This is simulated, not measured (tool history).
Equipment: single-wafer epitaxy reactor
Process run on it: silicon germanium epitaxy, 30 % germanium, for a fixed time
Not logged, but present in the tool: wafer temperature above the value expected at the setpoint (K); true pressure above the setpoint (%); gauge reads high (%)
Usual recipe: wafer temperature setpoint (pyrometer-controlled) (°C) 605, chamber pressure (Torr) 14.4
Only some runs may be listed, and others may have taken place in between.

| run | hour | wafer temperature setpoint (pyrometer-controlled) (°C) | chamber pressure (Torr) | wafers since the last listed run | hours since the last pyrometer calibration | hours since the last manometer calibration | hours since the showerhead was replaced | hours since the gauge calibration | read-back reference wafer on the same gauge, thickness_nm | mean film thickness on the monitor wafer (nm) |
|---|---|---|---|---|---|---|---|---|---|---|
| 1 | 0 | 605 | 14.4 | 0 | 603.7 | 1205.3 | 4814.3 | 1307.9 | 47.105 | 55.291 |
| 2 | 52.2 | 605 | 14.4 | 467 | 655.9 | 1257.5 | 4866.5 | 1360.1 | 47.182 | 55.538 |
| 3 | 79.4 | 605 | 14.4 | 243 | 683.1 | 1284.7 | 4893.7 | 1387.3 | 47.147 | 55.587 |
| 4 | 112.4 | 605 | 14.4 | 295 | 716.1 | 1317.7 | 4926.7 | 1420.3 | 47.201 | 55.499 |
| 5 | 180.1 | 596 | 12.2 | 606 | 783.8 | 1385.4 | 4994.4 | 1488 | 47.301 | 42.319 |
| 6 | 244.2 | 596 | 12.2 | 574 | 847.9 | 1449.5 | 5058.5 | 1552.1 | 47.34 | 42.444 |
| 7 | 274.5 | 605 | 14.4 | 271 | 878.2 | 1479.8 | 5088.8 | 1582.4 | 47.368 | 55.748 |
| 8 | 312.2 | 605 | 14.4 | 337 | 915.9 | 1517.5 | 5126.5 | 1620.1 | 47.415 | 56.171 |
| 9 | 366.9 | 605 | 12.9 | 490 | 970.6 | 1572.2 | 5181.2 | 1674.8 | 47.45 | 52.645 |
| 10 | 408 | 605 | 12.9 | 368 | 1011.7 | 1613.3 | 5222.3 | 1715.9 | 47.638 | 52.584 |
| 11 | 464.5 | 605 | 12.1 | 506 | 1068.2 | 1669.8 | 5278.8 | 1772.4 | 47.634 | 50.951 |
| 12 | 494 | 605 | 14.4 | 264 | 1097.7 | 1699.3 | 5308.3 | 1801.9 | 47.642 | 56.503 |
|  | 510.5 | showerhead replaced |
| 13 | 554.6 | 605 | 14.4 | 471 | 1158.3 | 1759.9 | 44.1 | 1862.5 | 47.705 | 56.082 |
| 14 | 616.2 | 605 | 14.4 | 552 | 1219.9 | 1821.5 | 105.7 | 1924.1 | 47.694 | 56.051 |
| 15 | 675 | 595 | 14.4 | 526 | 1278.7 | 1880.3 | 164.5 | 1982.9 | 47.784 | 45.606 |
| 16 | 729.4 | 595 | 14.4 | 487 | 1333.1 | 1934.7 | 218.9 | 2037.3 | 47.918 | 45.917 |
| 17 | 774.3 | 605 | 14.4 | 402 | 1378 | 1979.6 | 263.8 | 2082.2 | 47.902 | 56.123 |
|  | 816.3 | gauge calibrated |
| 18 | 838.5 | 610 | 17 | 575 | 1442.2 | 2043.8 | 328 | 22.2 | 45.676 | 64.612 |
|  | 876.3 | capacitance manometer re-zeroed and calibrated |
| 19 | 876.8 | 605 | 14.4 | 271 | 1480.5 | 0.5 | 366.3 | 60.5 | 45.691 | 53.722 |
| 20 | 917.1 | 619 | 13.3 | 361 | 1520.8 | 40.8 | 406.6 | 100.8 | 45.843 | 68.184 |
| 21 | 942.6 | 605 | 14.4 | 228 | 1546.3 | 66.3 | 432.1 | 126.3 | 45.862 | 53.57 |
| 22 | 974.2 | 616 | 11.3 | 283 | 1577.9 | 97.9 | 463.7 | 157.9 | 45.862 | 59.216 |
| 23 | 1029.9 | 598 | 17.6 | 499 | 1633.6 | 153.6 | 519.4 | 213.6 | 45.941 | 51.353 |
| 24 | 1069.9 | 598 | 11.5 | 358 | 1673.6 | 193.6 | 559.4 | 253.6 | 46.003 | 41.395 |
| 25 | 1119.7 | 605 | 14.4 | 446 | 1723.4 | 243.4 | 609.2 | 303.4 | 45.996 | 54.086 |
| 26 | 1172.1 | 615 | 12.2 | 469 | 1775.8 | 295.8 | 661.6 | 355.8 | 46.092 | 60.731 |
| 27 | 1225.8 | 605 | 14.4 | 481 | 1829.5 | 349.5 | 715.3 | 409.5 | 46.128 | 54.224 |
|  | 1284.3 | pyrometer calibrated |
| 28 | 1284.8 | 611 | 11 | 457 | 0.5 | 408.5 | 774.3 | 468.5 | 46.167 | 53.341 |
| 29 | 1344.6 | 605 | 12.1 | 535 | 60.3 | 468.3 | 834.1 | 528.3 | 46.237 | 49.634 |
| 30 | 1381.7 | 612 | 14.4 | 332 | 97.4 | 505.4 | 871.2 | 565.4 | 46.268 | 62.695 |
| 31 | 1438.1 | 591 | 17.6 | 505 | 153.8 | 561.8 | 927.6 | 621.8 | 46.334 | 44.632 |
| 32 | 1587 | 605 | 14.4 | 1334 | 302.7 | 710.7 | 1076.5 | 770.7 | 46.464 | 54.996 |
| 33 | 1753.8 | 594 | 12.6 | 1494 | 469.5 | 877.5 | 1243.3 | 937.5 | 46.614 | 40.687 |
| 34 | 1825.2 | 605 | 13.1 | 639 | 540.9 | 948.9 | 1314.7 | 1008.9 | 46.796 | 52.441 |
| 35 | 1853.6 | 612 | 16.1 | 254 | 569.3 | 977.3 | 1343.1 | 1037.3 | 46.824 | 67.12 |

Branching from run 35: 4 alternative next runs. What would each branch give?
| A | 1854 | 605 | 17.6 | 3 | 569.7 | 977.7 | 1343.5 | 1037.7 | ? | ? |
| B | 1854 | 591 | 17.4 | 3 | 569.7 | 977.7 | 1343.5 | 1037.7 | ? | ? |
| C | 1854 | 617 | 12.1 | 3 | 569.7 | 977.7 | 1343.5 | 1037.7 | ? | ? |
| D | 1854 | 591 | 14.4 | 3 | 569.7 | 977.7 | 1343.5 | 1037.7 | ? | ? |

| run | read-back reference wafer on the same gauge, thickness_nm | mean film thickness on the monitor wafer (nm) |
|---|---|---|
| A | 46.789 | 60.578 |
| B | 46.789 | 44.92 |
| C | 46.789 | 64.027 |
| D | 46.789 | 40.935 |
Stripped of hidden state, with their random variation kept, the same runs would have yielded:
| run | mean film thickness on the monitor wafer (nm) |
|---|---|
| A | 59.614 |
| B | 44.205 |
| C | 63.007 |
| D | 40.283 |
